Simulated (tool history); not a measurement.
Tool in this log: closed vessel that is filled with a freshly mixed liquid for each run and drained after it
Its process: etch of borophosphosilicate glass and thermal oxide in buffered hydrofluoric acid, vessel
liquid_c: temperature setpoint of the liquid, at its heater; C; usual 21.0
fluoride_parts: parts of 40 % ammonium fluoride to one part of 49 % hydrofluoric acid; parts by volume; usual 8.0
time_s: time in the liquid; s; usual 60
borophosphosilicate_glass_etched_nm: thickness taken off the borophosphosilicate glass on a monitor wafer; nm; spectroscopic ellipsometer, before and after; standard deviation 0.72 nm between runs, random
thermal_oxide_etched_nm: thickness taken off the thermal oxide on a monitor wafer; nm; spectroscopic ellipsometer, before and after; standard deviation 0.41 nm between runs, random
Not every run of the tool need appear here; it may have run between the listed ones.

run	hour	liquid_c	fluoride_parts	time_s	read-back film thickness of the borophosphosilicate glass reference wafer, read on the same gauge (nm)	read-back film thickness of the thermal oxide reference wafer, read on the same gauge (nm)	borophosphosilicate_glass_etched_nm	thermal_oxide_etched_nm
1	0.0	19.0	8.0	60	140.00	89.99	84.77	52.98
2	14.7	21.0	8.0	60	140.03	90.01	93.97	60.58
3	29.7	21.0	6.5	60	140.00	89.99	115.23	71.56
4	44.4	21.0	8.0	60	139.99	90.02	94.48	60.38
5	57.2	21.0	8.0	60	140.01	90.00	93.84	60.39
# hour 73.3: gauge calibrated
# hour 75.8: hydrofluoric acid flow meter replaced
6	77.0	21.0	8.0	60	139.97	89.99	84.58	53.03
7	92.7	21.0	8.0	60	139.97	90.00	84.08	53.54
8	100.3	21.0	9.0	30	140.02	90.00	37.02	23.70
9	116.1	25.5	9.5	45	140.02	90.00	68.54	43.76
10	133.7	17.0	6.0	45	140.00	89.99	68.00	42.34
11	143.8	23.0	8.0	60	140.01	90.00	95.11	60.61
# hour 167.6: thermometer replaced
12	176.5	21.0	8.0	60	139.99	90.00	98.61	63.48
13	184.9	21.0	8.0	60	140.01	90.01	100.55	63.29
14	199.1	21.0	8.0	85	140.00	90.02	143.37	90.12
15	205.8	17.5	10.0	60	140.02	90.01	66.78	42.48
16	221.1	21.0	10.0	60	140.00	89.99	82.64	51.65
17	238.1	21.0	8.0	60	140.00	90.04	99.79	62.94
18	247.5	21.0	5.0	95	139.99	89.99	246.44	154.48
19	259.2	18.0	9.5	40	140.01	89.99	47.53	30.17
20	274.2	21.0	8.0	60	139.99	90.01	100.88	63.26
21	282.4	19.0	8.0	80	140.00	90.01	121.41	76.49
22	290.6	21.0	8.0	60	140.01	90.00	100.30	64.60
23	299.9	22.5	9.0	85	140.02	89.97	135.24	86.91
24	315.9	17.5	9.0	60	139.99	90.01	72.66	45.66
25	326.7	17.0	7.0	85	139.98	90.00	129.86	83.46

For some of the steps in borophosphosilicate_glass_etched_nm from one run to the next: how much would appear even if the tool had no hidden state, given the settings, what came in and random variation, and how much remains for the hidden state plus any gauge scatter that the measured result and the result without hidden state don't share?
Hidden conditions of the tool in this case: liquid colder than its thermometer reads (K); hydrofluoric acid flow above the setpoint (%); gauge reads high (%).
Run 5 -> 6: gauge calibrated, hydrofluoric acid flow meter replaced. borophosphosilicate_glass_etched_nm -9.26 nm: hidden state -10.27, all else +1.01.
Run 11 -> 12: liquid_c 23.0 -> 21.0, thermometer replaced. borophosphosilicate_glass_etched_nm +3.50 nm: hidden state +16.88, all else -13.38.
Run 17 -> 18: fluoride_parts 8.0 -> 5.0, time_s 60 -> 95. borophosphosilicate_glass_etched_nm +146.65 nm: hidden state +1.24, all else +145.41.
Run 18 -> 19: liquid_c 21.0 -> 18.0, fluoride_parts 5.0 -> 9.5, time_s 95 -> 40. borophosphosilicate_glass_etched_nm -198.91 nm: hidden state -2.30, all else -196.61.
